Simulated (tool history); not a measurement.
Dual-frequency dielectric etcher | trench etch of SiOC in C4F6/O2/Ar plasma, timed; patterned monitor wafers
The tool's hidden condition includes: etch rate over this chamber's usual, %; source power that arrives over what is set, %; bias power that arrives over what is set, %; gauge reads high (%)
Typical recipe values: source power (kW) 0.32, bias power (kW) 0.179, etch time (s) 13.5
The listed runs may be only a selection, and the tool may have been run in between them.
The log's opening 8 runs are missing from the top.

run,hour,source power (kW),bias power (kW),etch time (s),wafers since the last listed run,hours since the last wet clean,hours since the last source power generator calibration,hours since the last bias power generator calibration,hours since the last upper electrode change,hours since the gauge calibration,"read-back reference wafer on the same gauge, depth_nm",mean etch depth across the wafer (nm)
9,128.9,0.32,0.179,13.5,5,0.8,43.3,84.5,5481.9,666.6,24.74,24.15
# hour 135.4: gauge calibrated
10,135.5,0.36,0.179,10,116,7.4,49.9,91.1,5488.5,0.1,24.82,18.29
# hour 165.1: upper electrode replaced, of another model than before
11,165.6,0.32,0.179,13.5,107,37.5,80,121.2,0.5,30.2,24.77,24.18
12,165.9,0.37,0.135,13.5,5,37.8,80.3,121.5,0.8,30.5,24.85,19.91
13,172.7,0.37,0.138,12.5,119,44.6,87.1,128.3,7.6,37.3,24.84,19.04
14,181.4,0.32,0.224,13.5,153,53.3,95.8,137,16.3,46,24.79,27.77
15,190.4,0.32,0.152,16,158,62.3,104.8,146,25.3,55,24.79,25.17
16,198.2,0.25,0.164,13.5,137,70.1,112.6,153.8,33.1,62.8,24.81,20.96
17,211.3,0.39,0.158,13.5,230,83.2,125.7,166.9,46.2,75.9,24.8,23.48
18,220.6,0.32,0.207,17,163,92.5,135,176.2,55.5,85.2,24.87,33.75
19,235.4,0.32,0.179,13.5,260,107.3,149.8,191,70.3,100,24.76,24.26
20,252.2,0.29,0.135,9.5,295,124.1,166.6,207.8,87.1,116.8,24.82,13.01
21,260.8,0.32,0.179,13.5,151,132.7,175.2,216.4,95.7,125.4,24.78,24.18
22,268.4,0.27,0.198,10,133,140.3,182.8,224,103.3,133,24.81,18.25
23,279,0.27,0.142,17,186,150.9,193.4,234.6,113.9,143.6,24.74,24.02
24,286,0.37,0.211,11.5,123,157.9,200.4,241.6,120.9,150.6,24.83,24.03
25,301.4,0.32,0.179,13.5,271,173.3,215.8,257,136.3,166,24.81,24.47
26,309.6,0.37,0.179,15,144,181.5,224,265.2,144.5,174.2,24.81,28.06

Run 27 is up next; what results do you expect?
27,326.8,0.32,0.211,13.5,302,198.7,241.2,282.4,161.7,191.4,?,?

Logged for run 27: read-back reference wafer on the same gauge, depth_nm 24.78, mean etch depth across the wafer (nm) 27.23.
Had the tool carried no hidden state, the very same run would have given mean etch depth across the wafer (nm) 26.86.
